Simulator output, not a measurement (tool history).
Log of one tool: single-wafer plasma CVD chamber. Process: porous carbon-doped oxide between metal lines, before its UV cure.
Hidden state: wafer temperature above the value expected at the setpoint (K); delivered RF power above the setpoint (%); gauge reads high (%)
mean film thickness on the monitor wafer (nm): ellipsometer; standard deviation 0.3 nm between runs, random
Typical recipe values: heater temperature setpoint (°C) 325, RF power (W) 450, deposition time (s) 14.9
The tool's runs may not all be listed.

run    hour  heater temperature setpoint (°C)  RF power (W)  deposition time (s)  wafers since the last listed run  hours since the last thermocouple change  hours since the last RF generator calibration  hours since the showerhead was replaced  hours since the gauge calibration  read-back reference wafer on the same gauge, thickness_nm  mean film thickness on the monitor wafer (nm)
  1       0                               325           450                 16.6                                 0                                      1762                                          935.1                                   2816.2                             1775.7                                                     68.505                                         67.394
  2    42.9                               325           450                 16.6                               816                                    1804.9                                            978                                   2859.1                             1818.6                                                     68.496                                          67.73
  3    72.6                               325           450                 14.9                               564                                    1834.6                                         1007.7                                   2888.8                             1848.3                                                     68.436                                         60.731
  4    97.1                               325           450                 14.9                               466                                    1859.1                                         1032.2                                   2913.3                             1872.8                                                     68.502                                             60
  5   153.3                               325           450                 14.9                              1069                                    1915.3                                         1088.4                                   2969.5                               1929                                                      68.46                                         60.591
  6   208.7                               325           425                 14.9                              1053                                    1970.7                                         1143.8                                   3024.9                             1984.4                                                     68.516                                         58.545
  7   271.2                               325           450                 14.9                              1188                                    2033.2                                         1206.3                                   3087.4                             2046.9                                                     68.522                                         60.207
  8   325.7                               325           450                 14.9                              1036                                    2087.7                                         1260.8                                   3141.9                             2101.4                                                     68.533                                         60.307
  9   352.3                               325           400                 13.6                               506                                    2114.3                                         1287.4                                   3168.5                               2128                                                     68.492                                         51.223
 10   410.4                               325           400                 13.6                              1105                                    2172.4                                         1345.5                                   3226.6                             2186.1                                                     68.504                                         50.704
 11   461.7                               325           400                 13.6                               975                                    2223.7                                         1396.8                                   3277.9                             2237.4                                                     68.474                                          51.24
      491.2  -- gauge calibrated
 12   494.6                               325           450                 14.9                               625                                    2256.6                                         1429.7                                   3310.8                                3.4                                                     68.555                                         60.004
 13   540.2                               325           415                 16.6                               867                                    2302.2                                         1475.3                                   3356.4                                 49                                                     68.508                                         62.572
 14   568.5                               325           450                   12                               538                                    2330.5                                         1503.6                                   3384.7                               77.3                                                     68.508                                         48.675
      613.1  -- RF generator calibrated
 15     636                               335           485                 13.5                              1131                                      2398                                           22.9                                   3452.2                              144.8                                                     68.466                                         56.353
 16   703.9                               329           500                   13                              1291                                    2465.9                                           90.8                                   3520.1                              212.7                                                     68.461                                         56.739
 17     745                               316           450                 14.9                               781                                      2507                                          131.9                                   3561.2                              253.8                                                     68.495                                         63.842
 18   798.3                               330           450                   14                              1013                                    2560.3                                          185.2                                   3614.5                              307.1                                                     68.541                                         56.596
        831  -- thermocouple changed; heater temperature recalibrated
 19   843.7                               330           450                 13.2                               711                                      12.7                                          230.6                                   3659.9                              352.5                                                     68.496                                         53.756
 20   874.7                               340           505                 13.5                               589                                      43.7                                          261.6                                   3690.9                              383.5                                                     68.506                                         56.308
      946.7  -- showerhead replaced
 21   947.2                               311           375                 16.4                              1227                                     116.2                                          334.1                                      0.5                                456                                                     68.504                                         65.073
 22   979.9                               319           405                 12.4                               622                                     148.9                                          366.8                                     33.2                              488.7                                                     68.433                                         49.974
 23  1004.3                               317           450                 14.9                               464                                     173.3                                          391.2                                     57.6                              513.1                                                     68.549                                          63.82
 24  1048.4                               325           495                 16.1                               838                                     217.4                                          435.3                                    101.7                              557.2                                                     68.445                                         69.591
 25  1093.1                               325           475                   13                               850                                     262.1                                            480                                    146.4                              601.9                                                     68.435                                         55.553
 26    1153                               325           450                 14.9                              1139                                       322                                          539.9                                    206.3                              661.8                                                     68.573                                         61.822
 27  1214.8                               325           450                 14.9                              1175                                     383.8                                          601.7                                    268.1                              723.6                                                     68.533                                         61.246
 28  1253.4                               335           535                 15.8                               734                                     422.4                                          640.3                                    306.7                              762.2                                                     68.593                                         68.012
 29  1317.8                               325           420                 14.9                              1225                                     486.8                                          704.7                                    371.1                              826.6                                                     68.545                                         59.045
 30  1363.3                               318           400                 12.9                               865                                     532.3                                          750.2                                    416.6                              872.1                                                     68.409                                         51.244
 31    1404                               325           450                 14.9                               774                                       573                                          790.9                                    457.3                              912.8                                                     68.512                                         60.718
 32  1447.8                               325           450                 14.9                               833                                     616.8                                          834.7                                    501.1                              956.6                                                     68.486                                         61.207
 33  1491.8                               325           450                 14.9                               837                                     660.8                                          878.7                                    545.1                             1000.6                                                      68.46                                         61.105
 34  1551.9                               320           400                 14.9                              1143                                     720.9                                          938.8                                    605.2                             1060.7                                                     68.506                                          58.05

For each entry between runs, how does the tool's hidden state at the last listed run before it compare with that at the first listed run after it?
From run 11 to run 12: gauge calibrated (hour 491.2)
  delivered RF power above the setpoint (%): -7.01 -> -7.24
  difference, measured minus the result without the unlogged condition, mean film thickness on the monitor wafer (nm): -2.203 -> -2.667
From run 14 to run 15: RF generator calibrated (hour 613.1)
  delivered RF power above the setpoint (%): -7.76 -> -1.27
  difference, measured minus the result without the unlogged condition, mean film thickness on the monitor wafer (nm): -2.328 -> -0.366
From run 18 to run 19: thermocouple changed; heater temperature recalibrated (hour 831)
  delivered RF power above the setpoint (%): -1.35 -> -1.4
  difference, measured minus the result without the unlogged condition, mean film thickness on the monitor wafer (nm): -0.451 -> -0.444
From run 20 to run 21: showerhead replaced (hour 946.7)
  delivered RF power above the setpoint (%): -1.44 -> -1.54
  difference, measured minus the result without the unlogged condition, mean film thickness on the monitor wafer (nm): -0.414 -> -0.591
